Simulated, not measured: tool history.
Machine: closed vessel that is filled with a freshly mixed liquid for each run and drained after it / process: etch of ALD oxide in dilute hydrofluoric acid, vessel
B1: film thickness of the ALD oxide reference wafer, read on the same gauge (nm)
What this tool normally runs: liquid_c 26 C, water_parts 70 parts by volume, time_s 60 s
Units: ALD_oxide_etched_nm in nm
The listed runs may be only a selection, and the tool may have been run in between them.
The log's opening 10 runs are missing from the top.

-- day=5.446 gauge calibrated
run 11 day=5.596 | liquid_c=26 water_parts=50 time_s=60 | B1=89.98 | ALD_oxide_etched_nm=17.03
run 12 day=6.8 | liquid_c=23.5 water_parts=70 time_s=85 | B1=90.04 | ALD_oxide_etched_nm=15
run 13 day=7.496 | liquid_c=26 water_parts=70 time_s=85 | B1=89.98 | ALD_oxide_etched_nm=16.8
run 14 day=8.238 | liquid_c=26 water_parts=70 time_s=60 | B1=90.02 | ALD_oxide_etched_nm=11.85
run 15 day=8.846 | liquid_c=28 water_parts=85 time_s=45 | B1=90.03 | ALD_oxide_etched_nm=7.79
run 16 day=9.438 | liquid_c=26 water_parts=70 time_s=60 | B1=90.01 | ALD_oxide_etched_nm=11.86
run 17 day=9.904 | liquid_c=26 water_parts=70 time_s=60 | B1=90 | ALD_oxide_etched_nm=11.82
run 18 day=10.342 | liquid_c=26 water_parts=70 time_s=60 | B1=90.01 | ALD_oxide_etched_nm=11.85
run 19 day=10.988 | liquid_c=23 water_parts=70 time_s=60 | B1=89.98 | ALD_oxide_etched_nm=10.49
run 20 day=11.379 | liquid_c=24 water_parts=40 time_s=60 | B1=90.05 | ALD_oxide_etched_nm=20.05
run 21 day=12.117 | liquid_c=27.5 water_parts=55 time_s=90 | B1=89.99 | ALD_oxide_etched_nm=24.61
run 22 day=12.825 | liquid_c=23 water_parts=90 time_s=60 | B1=90.02 | ALD_oxide_etched_nm=7.98
-- day=13.525 hydrofluoric acid flow meter replaced
run 23 day=13.558 | liquid_c=26 water_parts=95 time_s=45 | B1=90.03 | ALD_oxide_etched_nm=6.36
run 24 day=14.025 | liquid_c=26 water_parts=70 time_s=60 | B1=90.02 | ALD_oxide_etched_nm=11.92
run 25 day=14.342 | liquid_c=26 water_parts=55 time_s=60 | B1=90.04 | ALD_oxide_etched_nm=15.52
run 26 day=14.862 | liquid_c=22 water_parts=60 time_s=70 | B1=90.07 | ALD_oxide_etched_nm=13.92
run 27 day=15.271 | liquid_c=26 water_parts=70 time_s=60 | B1=89.98 | ALD_oxide_etched_nm=11.91
run 28 day=15.842 | liquid_c=21.5 water_parts=70 time_s=60 | B1=90.04 | ALD_oxide_etched_nm=9.96
run 29 day=16.533 | liquid_c=24.5 water_parts=50 time_s=60 | B1=89.98 | ALD_oxide_etched_nm=16.09
run 30 day=16.842 | liquid_c=23.5 water_parts=70 time_s=60 | B1=89.96 | ALD_oxide_etched_nm=10.8
run 31 day=17.308 | liquid_c=24 water_parts=70 time_s=30 | B1=90.05 | ALD_oxide_etched_nm=5.51
run 32 day=18.021 | liquid_c=24 water_parts=70 time_s=60 | B1=90.02 | ALD_oxide_etched_nm=11.02
run 33 day=18.454 | liquid_c=31 water_parts=40 time_s=80 | B1=90.01 | ALD_oxide_etched_nm=35.52

Forecast each of these 5 alternatives for the next run:
run A day=18.483 | liquid_c=26 water_parts=70 time_s=60 | B1=? | ALD_oxide_etched_nm=?
run B day=18.483 | liquid_c=26 water_parts=55 time_s=45 | B1=? | ALD_oxide_etched_nm=?
run C day=18.483 | liquid_c=22 water_parts=40 time_s=85 | B1=? | ALD_oxide_etched_nm=?
run D day=18.483 | liquid_c=28.5 water_parts=70 time_s=60 | B1=? | ALD_oxide_etched_nm=?
run E day=18.483 | liquid_c=29 water_parts=60 time_s=35 | B1=? | ALD_oxide_etched_nm=?

run=A B1=90.03 ALD_oxide_etched_nm=12.01
run=B B1=90.03 ALD_oxide_etched_nm=11.7
run=C B1=90.03 ALD_oxide_etched_nm=26.32
run=D B1=90.03 ALD_oxide_etched_nm=13.25
run=E B1=90.03 ALD_oxide_etched_nm=9.33
The same runs, with their run-to-run variation unchanged, on a tool lacking any hidden condition would have given:
run=A ALD_oxide_etched_nm=11.77
run=B ALD_oxide_etched_nm=11.47
run=C ALD_oxide_etched_nm=25.76
run=D ALD_oxide_etched_nm=12.99
run=E ALD_oxide_etched_nm=9.15
